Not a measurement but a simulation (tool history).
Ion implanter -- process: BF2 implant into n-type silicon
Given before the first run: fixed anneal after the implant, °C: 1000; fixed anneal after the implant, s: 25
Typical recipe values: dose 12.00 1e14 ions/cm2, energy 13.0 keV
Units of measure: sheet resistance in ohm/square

run,hour,dose,energy,"read-back reference wafer on the same gauge, sheet resistance",sheet resistance
1,0.0,12.00,13.0,221.16,213.41
2,42.6,12.00,13.0,221.05,214.01
3,53.7,12.00,13.0,220.91,214.25
4,61.5,12.00,13.0,220.93,213.60
# hour 71.3: Faraday cup replaced and dose calibrated
5,71.8,12.00,13.0,220.93,213.99
6,78.5,12.00,13.0,220.90,214.47
7,90.1,12.00,13.0,220.90,213.92
8,102.1,12.00,13.0,220.78,214.21
9,124.6,12.00,13.0,220.71,214.33
10,140.4,12.00,13.0,220.60,213.56
11,155.8,12.00,13.0,220.52,213.72
12,166.9,12.00,13.0,220.54,213.55
13,182.0,12.00,13.0,220.44,213.62
14,191.0,12.00,13.0,220.48,213.39
15,207.1,12.00,13.0,220.36,213.30
# hour 211.8: gauge calibrated
16,215.2,13.52,9.0,222.00,235.11
17,227.3,14.41,17.0,221.97,188.69
18,240.0,12.00,14.5,221.94,206.90
19,253.6,12.00,13.0,221.94,214.75
20,266.2,10.78,14.5,221.99,212.70
21,276.2,10.06,10.5,222.03,240.05
22,293.2,12.00,14.0,221.96,209.60
23,310.1,14.94,9.5,221.89,228.09
24,317.9,9.64,11.0,221.96,239.76
# hour 343.0: extraction supply calibrated
25,343.5,12.00,13.0,222.02,214.98
26,350.4,10.87,9.5,221.90,241.38
27,356.4,12.93,16.0,221.91,196.89
28,367.3,13.85,17.0,221.87,189.91
29,382.9,9.83,14.5,221.87,218.35
30,397.4,12.00,13.0,221.84,214.59
31,412.3,12.00,13.0,221.83,214.51
32,421.2,13.55,11.5,221.82,217.97
33,434.2,12.00,13.0,221.80,214.59
34,440.5,13.02,11.0,221.79,223.23
35,454.7,14.54,10.0,221.77,225.48
36,469.3,10.52,16.0,221.69,206.51

Predict each of these 5 candidate next runs independently; none follows another, all start after run 36:
A,469.7,12.00,13.0,?,?
B,469.7,15.18,15.5,?,?
C,469.7,15.39,13.0,?,?
D,469.7,10.08,9.0,?,?
E,469.7,13.11,16.5,?,?

run,"read-back reference wafer on the same gauge, sheet resistance",sheet resistance
A,221.81,214.92
B,221.81,194.05
C,221.81,206.12
D,221.81,250.59
E,221.81,194.14
With no hidden state in the tool, these same runs would have given:
run,sheet resistance
A,215.17
B,194.27
C,206.36
D,250.87
E,194.37
